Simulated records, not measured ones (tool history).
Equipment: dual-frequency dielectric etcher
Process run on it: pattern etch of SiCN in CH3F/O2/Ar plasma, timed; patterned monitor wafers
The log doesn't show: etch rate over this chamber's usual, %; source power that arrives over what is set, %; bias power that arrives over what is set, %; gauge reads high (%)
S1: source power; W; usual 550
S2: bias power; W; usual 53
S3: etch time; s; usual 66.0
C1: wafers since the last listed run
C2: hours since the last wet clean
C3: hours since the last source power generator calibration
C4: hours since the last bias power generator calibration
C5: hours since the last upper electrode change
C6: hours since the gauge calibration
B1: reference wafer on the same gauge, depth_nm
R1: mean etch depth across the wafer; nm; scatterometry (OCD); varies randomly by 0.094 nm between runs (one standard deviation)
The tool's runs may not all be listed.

| run | hour | S1 | S2 | S3 | C1 | C2 | C3 | C4 | C5 | C6 | B1 | R1 |
|---|---|---|---|---|---|---|---|---|---|---|---|---|
| 1 | 0.0 | 550 | 53 | 66.0 | 0 | 86.4 | 3532.2 | 1174.6 | 3357.4 | 401.0 | 26.01 | 22.80 |
| 2 | 12.3 | 550 | 53 | 66.0 | 196 | 98.7 | 3544.5 | 1186.9 | 3369.7 | 413.3 | 26.01 | 22.66 |
| 3 | 43.0 | 550 | 53 | 66.0 | 490 | 129.4 | 3575.2 | 1217.6 | 3400.4 | 444.0 | 25.97 | 22.66 |
| 4 | 59.8 | 550 | 53 | 66.0 | 268 | 146.2 | 3592.0 | 1234.4 | 3417.2 | 460.8 | 25.94 | 22.45 |
| 5 | 87.7 | 550 | 53 | 66.0 | 445 | 174.1 | 3619.9 | 1262.3 | 3445.1 | 488.7 | 26.00 | 22.33 |
| 6 | 118.1 | 550 | 53 | 66.0 | 485 | 204.5 | 3650.3 | 1292.7 | 3475.5 | 519.1 | 25.99 | 22.42 |
| 7 | 137.3 | 550 | 53 | 66.0 | 306 | 223.7 | 3669.5 | 1311.9 | 3494.7 | 538.3 | 26.02 | 22.20 |
| 8 | 171.4 | 550 | 53 | 66.0 | 544 | 257.8 | 3703.6 | 1346.0 | 3528.8 | 572.4 | 25.98 | 22.11 |
| 9 | 190.3 | 550 | 43 | 77.0 | 301 | 276.7 | 3722.5 | 1364.9 | 3547.7 | 591.3 | 26.02 | 23.97 |
| 10 | 223.8 | 550 | 43 | 77.0 | 535 | 310.2 | 3756.0 | 1398.4 | 3581.2 | 624.8 | 26.03 | 24.11 |
| 11 | 237.0 | 640 | 53 | 66.0 | 210 | 323.4 | 3769.2 | 1411.6 | 3594.4 | 638.0 | 25.95 | 23.43 |
|  | 241.6 | source power generator calibrated |
| 12 | 272.6 | 640 | 53 | 66.0 | 504 | 359.0 | 31.0 | 1447.2 | 3630.0 | 673.6 | 25.98 | 23.44 |
|  | 345.8 | wet clean of the chamber |
|  | 352.2 | upper electrode replaced |
| 13 | 352.7 | 620 | 53 | 66.0 | 793 | 6.9 | 111.1 | 1527.3 | 0.5 | 753.7 | 26.02 | 23.78 |
| 14 | 366.2 | 550 | 53 | 60.0 | 215 | 20.4 | 124.6 | 1540.8 | 14.0 | 767.2 | 26.02 | 20.56 |
| 15 | 393.7 | 480 | 45 | 48.5 | 439 | 47.9 | 152.1 | 1568.3 | 41.5 | 794.7 | 25.99 | 14.78 |
|  | 406.8 | gauge calibrated |
| 16 | 408.2 | 630 | 65 | 50.5 | 231 | 62.4 | 166.6 | 1582.8 | 56.0 | 1.4 | 26.02 | 19.70 |
| 17 | 428.9 | 550 | 53 | 66.0 | 330 | 83.1 | 187.3 | 1603.5 | 76.7 | 22.1 | 25.99 | 22.48 |
| 18 | 461.0 | 660 | 48 | 66.0 | 512 | 115.2 | 219.4 | 1635.6 | 108.8 | 54.2 | 26.04 | 23.32 |
| 19 | 485.3 | 600 | 53 | 60.0 | 388 | 139.5 | 243.7 | 1659.9 | 133.1 | 78.5 | 26.00 | 20.96 |
|  | 498.8 | bias power generator calibrated |
| 20 | 503.2 | 630 | 43 | 66.0 | 222 | 157.4 | 261.6 | 4.4 | 151.0 | 96.4 | 26.01 | 21.87 |
| 21 | 533.3 | 550 | 60 | 84.0 | 480 | 187.5 | 291.7 | 34.5 | 181.1 | 126.5 | 26.01 | 29.41 |
| 22 | 557.5 | 550 | 62 | 52.5 | 386 | 211.7 | 315.9 | 58.7 | 205.3 | 150.7 | 25.99 | 18.39 |
| 23 | 645.0 | 600 | 53 | 66.0 | 1397 | 299.2 | 403.4 | 146.2 | 292.8 | 238.2 | 26.01 | 22.49 |
| 24 | 672.9 | 490 | 43 | 54.5 | 445 | 327.1 | 431.3 | 174.1 | 320.7 | 266.1 | 26.05 | 16.03 |
| 25 | 703.3 | 660 | 58 | 78.0 | 485 | 357.5 | 461.7 | 204.5 | 351.1 | 296.5 | 26.05 | 28.39 |
| 26 | 733.0 | 490 | 53 | 66.0 | 474 | 387.2 | 491.4 | 234.2 | 380.8 | 326.2 | 26.04 | 20.63 |
| 27 | 759.4 | 550 | 53 | 66.0 | 421 | 413.6 | 517.8 | 260.6 | 407.2 | 352.6 | 26.02 | 21.49 |

Hidden state, per run?
source power that arrives over what is set, %: 0 at every run
bias power that arrives over what is set, %: 0 at every run
gauge reads high (%): 0 at every run
H1: etch rate over this chamber's usual, %
| run | H1 |
|---|---|
| 1 | -0.2 |
| 2 | -0.349 |
| 3 | -0.721 |
| 4 | -0.925 |
| 5 | -1.26 |
| 6 | -1.63 |
| 7 | -1.86 |
| 8 | -2.28 |
| 9 | -2.5 |
| 10 | -2.91 |
| 11 | -3.07 |
| 12 | -3.5 |
| 13 | -0.461 |
| 14 | -0.625 |
| 15 | -0.958 |
| 16 | -1.13 |
| 17 | -1.38 |
| 18 | -1.77 |
| 19 | -2.07 |
| 20 | -2.28 |
| 21 | -2.65 |
| 22 | -2.94 |
| 23 | -4 |
| 24 | -4.34 |
| 25 | -4.71 |
| 26 | -5.07 |
| 27 | -5.39 |

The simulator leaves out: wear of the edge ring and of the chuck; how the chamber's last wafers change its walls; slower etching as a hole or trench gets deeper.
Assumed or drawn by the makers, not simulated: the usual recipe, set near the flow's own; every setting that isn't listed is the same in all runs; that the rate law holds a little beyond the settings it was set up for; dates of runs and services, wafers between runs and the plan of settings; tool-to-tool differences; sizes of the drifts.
